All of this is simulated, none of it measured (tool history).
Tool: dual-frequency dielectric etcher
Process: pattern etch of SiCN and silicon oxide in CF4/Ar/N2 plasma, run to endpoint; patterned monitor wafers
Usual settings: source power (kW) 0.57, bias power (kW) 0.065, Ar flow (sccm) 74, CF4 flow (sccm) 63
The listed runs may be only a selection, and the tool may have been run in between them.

| run | hour | source power (kW) | bias power (kW) | Ar flow (sccm) | CF4 flow (sccm) | incoming incoming film thickness, nm | endpoint time (s) |
|---|---|---|---|---|---|---|---|
| 1 | 0 | 0.57 | 0.059 | 74 | 63 | 8.57 | 8.8 |
| 2 | 87.5 | 0.57 | 0.059 | 74 | 63 | 8.53 | 8.8 |
| 3 | 115.8 | 0.57 | 0.059 | 74 | 63 | 8.54 | 8.6 |
| 4 | 141.9 | 0.57 | 0.065 | 74 | 63 | 8.59 | 8.5 |
| 5 | 199.5 | 0.57 | 0.065 | 74 | 63 | 8.52 | 8.4 |
| 6 | 271.3 | 0.57 | 0.065 | 74 | 63 | 8.44 | 8.3 |
| 7 | 317.9 | 0.57 | 0.065 | 74 | 63 | 8.54 | 8.6 |
|  | 374.7 | wet clean of the chamber |
| 8 | 375.2 | 0.57 | 0.065 | 74 | 63 | 8.41 | 8.4 |
| 9 | 403.2 | 0.57 | 0.065 | 74 | 63 | 8.57 | 8.5 |
|  | 431.7 | source power generator calibrated |
|  | 444.3 | Ar flow controller replaced |
|  | 447.9 | upper electrode replaced |
| 10 | 611.6 | 0.61 | 0.072 | 74 | 63 | 8.47 | 7.6 |
| 11 | 638.5 | 0.7 | 0.078 | 74 | 63 | 8.57 | 6.5 |
| 12 | 662.9 | 0.57 | 0.065 | 74 | 56 | 8.54 | 8.7 |
| 13 | 692.5 | 0.57 | 0.052 | 74 | 57 | 8.55 | 9.3 |
|  | 750.8 | bias power generator calibrated |
| 14 | 820.1 | 0.57 | 0.065 | 74 | 63 | 8.57 | 8.5 |
|  | 826.3 | CF4 flow controller replaced |
| 15 | 849.7 | 0.52 | 0.065 | 74 | 63 | 8.58 | 9.3 |
| 16 | 911.8 | 0.51 | 0.079 | 61 | 67 | 8.51 | 8.7 |
| 17 | 965.1 | 0.57 | 0.071 | 74 | 69 | 8.6 | 8.1 |
|  | 1032.1 | wet clean of the chamber |
| 18 | 1038.8 | 0.57 | 0.065 | 74 | 63 | 8.49 | 8.4 |
| 19 | 1078.8 | 0.57 | 0.065 | 74 | 63 | 8.53 | 8.5 |
| 20 | 1146.7 | 0.51 | 0.065 | 74 | 63 | 8.47 | 9.5 |
| 21 | 1189.9 | 0.57 | 0.069 | 74 | 73 | 8.36 | 8 |
| 22 | 1237.6 | 0.64 | 0.065 | 90 | 63 | 8.48 | 7.8 |
| 23 | 1304.3 | 0.52 | 0.065 | 63 | 63 | 8.52 | 9.1 |
| 24 | 1334.3 | 0.57 | 0.065 | 74 | 63 | 8.48 | 8.5 |
| 25 | 1362 | 0.57 | 0.065 | 89 | 53 | 8.51 | 8.9 |

Below are 3 alternative next runs, each starting from the tool's condition after run 25. Predict each:
| A | 1362.4 | 0.57 | 0.065 | 74 | 63 | 8.56 | ? |
| B | 1362.4 | 0.69 | 0.06 | 81 | 63 | 8.56 | ? |
| C | 1362.4 | 0.48 | 0.053 | 80 | 51 | 8.56 | ? |

| run | endpoint time (s) |
|---|---|
| A | 8.5 |
| B | 7.2 |
| C | 11.4 |
Stripped of hidden state, with their random variation kept, the same runs would have yielded:
| run | endpoint time (s) |
|---|---|
| A | 8.5 |
| B | 7.2 |
| C | 11.4 |
